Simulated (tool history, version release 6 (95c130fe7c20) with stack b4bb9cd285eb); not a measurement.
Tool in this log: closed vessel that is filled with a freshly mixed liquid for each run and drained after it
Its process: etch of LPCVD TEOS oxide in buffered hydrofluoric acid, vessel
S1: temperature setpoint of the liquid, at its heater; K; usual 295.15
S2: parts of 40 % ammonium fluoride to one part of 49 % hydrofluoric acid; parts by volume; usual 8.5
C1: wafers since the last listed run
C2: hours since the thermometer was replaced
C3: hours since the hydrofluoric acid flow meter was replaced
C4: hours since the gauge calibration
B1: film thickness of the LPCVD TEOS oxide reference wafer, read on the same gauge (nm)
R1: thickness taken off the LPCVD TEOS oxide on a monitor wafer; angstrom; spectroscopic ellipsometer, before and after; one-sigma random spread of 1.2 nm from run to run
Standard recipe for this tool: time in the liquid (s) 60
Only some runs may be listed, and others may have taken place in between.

Run 1, day 0: usual settings but S2 10.5 parts by volume; C1 0; C2 316.7; C3 2057.8; C4 550.1; B1 98.22. Result: R1 1301.7 angstrom.
Run 2, day 0.679: usual settings but S2 10.5 parts by volume; C1 1560; C2 333; C3 2074.1; C4 566.4; B1 98.16. Result: R1 1290.2 angstrom.
Run 3, day 1.896: usual settings but S2 11 parts by volume; C1 2795; C2 362.2; C3 2103.3; C4 595.6; B1 98.04. Result: R1 1208.1 angstrom.
Run 4, day 3.162: usual settings; C1 2910; C2 392.6; C3 2133.7; C4 626; B1 97.91. Result: R1 1497.4 angstrom.
Run 5, day 3.975: usual settings; C1 1866; C2 412.1; C3 2153.2; C4 645.5; B1 97.83. Result: R1 1527.1 angstrom.
Run 6, day 4.671: usual settings but S2 9.5 parts by volume; C1 1598; C2 428.8; C3 2169.9; C4 662.2; B1 97.75. Result: R1 1375.4 angstrom.
At day 5.367: hydrofluoric acid flow meter replaced.
Run 7, day 5.396: usual settings but S1 296.65 K; C1 1570; C2 446.2; C3 0.7; C4 679.6; B1 97.71. Result: R1 1647.7 angstrom.
Run 8, day 6.529: usual settings but S1 296.65 K; C1 2604; C2 473.4; C3 27.9; C4 706.8; B1 97.56. Result: R1 1635.5 angstrom.
Run 9, day 7.629: usual settings; C1 2527; C2 499.8; C3 54.3; C4 733.2; B1 97.48. Result: R1 1535.1 angstrom.
Run 10, day 8.75: usual settings; C1 2575; C2 526.7; C3 81.2; C4 760.1; B1 97.38. Result: R1 1523.4 angstrom.
Run 11, day 9.267: usual settings; C1 1187; C2 539.1; C3 93.6; C4 772.5; B1 97.32. Result: R1 1521.7 angstrom.
At day 9.688: thermometer replaced.
Run 12, day 10.633: usual settings; C1 3044; C2 22.7; C3 126.4; C4 805.3; B1 97.18. Result: R1 1518.7 angstrom.
Run 13, day 11.358: usual settings but time in the liquid (s) 45; C1 1665; C2 40.1; C3 143.8; C4 822.7; B1 97.12. Result: R1 1148.9 angstrom.
Run 14, day 12.242: usual settings; C1 2029; C2 61.3; C3 165; C4 843.9; B1 97.04. Result: R1 1521.9 angstrom.
Run 15, day 15.858: usual settings but S1 293.65 K, time in the liquid (s) 40; C1 8310; C2 148.1; C3 251.8; C4 930.7; B1 96.68. Result: R1 926 angstrom.
Run 16, day 17.254: usual settings but S1 292.15 K, S2 7 parts by volume, time in the liquid (s) 40; C1 3207; C2 181.6; C3 285.3; C4 964.2; B1 96.57. Result: R1 1053.7 angstrom.
Run 17, day 17.842: usual settings; C1 1349; C2 195.7; C3 299.4; C4 978.3; B1 96.5. Result: R1 1500.6 angstrom.
Run 18, day 19.067: usual settings; C1 2814; C2 225.1; C3 328.8; C4 1007.7; B1 96.41. Result: R1 1502.7 angstrom.
Run 19, day 20.2: usual settings but S1 300.15 K, S2 5.5 parts by volume; C1 2604; C2 252.3; C3 356; C4 1034.9; B1 96.27. Result: R1 2967.4 angstrom.
Run 20, day 21.021: usual settings but S1 298.15 K, S2 5 parts by volume, time in the liquid (s) 50; C1 1886; C2 272; C3 375.7; C4 1054.6; B1 96.2. Result: R1 2434.9 angstrom.
Run 21, day 22.288: usual settings but S1 293.15 K, S2 6 parts by volume, time in the liquid (s) 40; C1 2910; C2 302.4; C3 406.1; C4 1085; B1 96.08. Result: R1 1258.5 angstrom.
Run 22, day 23.733: usual settings but S1 292.15 K, S2 7.5 parts by volume; C1 3322; C2 337.1; C3 440.8; C4 1119.7; B1 95.92. Result: R1 1448.3 angstrom.
At day 24.146: gauge calibrated.
Run 23, day 24.546: usual settings but S1 297.15 K, S2 6.5 parts by volume, time in the liquid (s) 90; C1 1866; C2 356.6; C3 460.3; C4 9.6; B1 99.78. Result: R1 3455.5 angstrom.
Run 24, day 25.521: usual settings; C1 2240; C2 380; C3 483.7; C4 33; B1 99.66. Result: R1 1548.6 angstrom.
Run 25, day 26.458: usual settings; C1 2154; C2 402.5; C3 506.2; C4 55.5; B1 99.59. Result: R1 1545 angstrom.
Run 26, day 27.512: usual settings but S1 299.15 K, S2 7.5 parts by volume, time in the liquid (s) 85; C1 2422; C2 427.8; C3 531.5; C4 80.8; B1 99.5. Result: R1 3184.9 angstrom.
Run 27, day 28.471: usual settings but S1 297.65 K, S2 11 parts by volume; C1 2202; C2 450.8; C3 554.5; C4 103.8; B1 99.41. Result: R1 1446.4 angstrom.
Run 28, day 31.362: usual settings but S1 292.65 K, time in the liquid (s) 50; C1 6644; C2 520.2; C3 623.9; C4 173.2; B1 99.15. Result: R1 1121.3 angstrom.
Run 29, day 32.079: usual settings but S2 6.5 parts by volume; C1 1646; C2 537.4; C3 641.1; C4 190.4; B1 99.07. Result: R1 1997.5 angstrom.
Run 30, day 32.738: usual settings but S1 299.65 K, S2 11.5 parts by volume, time in the liquid (s) 30; C1 1512; C2 553.2; C3 656.9; C4 206.2; B1 99. Result: R1 746.3 angstrom.
Run 31, day 34.121: usual settings but S1 293.65 K; C1 3178; C2 586.4; C3 690.1; C4 239.4; B1 98.88. Result: R1 1422.8 angstrom.
Run 32, day 35.175: usual settings but time in the liquid (s) 80; C1 2422; C2 611.7; C3 715.4; C4 264.7; B1 98.75. Result: R1 2039.4 angstrom.
At day 35.521: thermometer replaced.
Run 33, day 38.183: usual settings but S1 298.15 K, S2 6.5 parts by volume, time in the liquid (s) 40; C1 6816; C2 63.9; C3 787.6; C4 336.9; B1 98.47. Result: R1 1589.4 angstrom.

How the hidden state differs across the entries between the runs, from the last listed run before each to the first after it:
Between runs 6 and 7: hydrofluoric acid flow meter replaced (day 5.367)
  gauge reads high (%): -2.24 -> -2.31
  measured minus no-state result, R1: -31.4 -> -38.9 angstrom
Between runs 11 and 12: thermometer replaced (day 9.688)
  gauge reads high (%): -2.68 -> -2.81
  measured minus no-state result, R1: -41.9 -> -43.9 angstrom
Between runs 22 and 23: gauge calibrated (day 24.146)
  gauge reads high (%): -4.07 -> -0.207
  measured minus no-state result, R1: -61.4 -> -7.1 angstrom
Between runs 32 and 33: thermometer replaced (day 35.521)
  gauge reads high (%): -1.23 -> -1.52
  measured minus no-state result, R1: -25.3 -> -24.4 angstrom
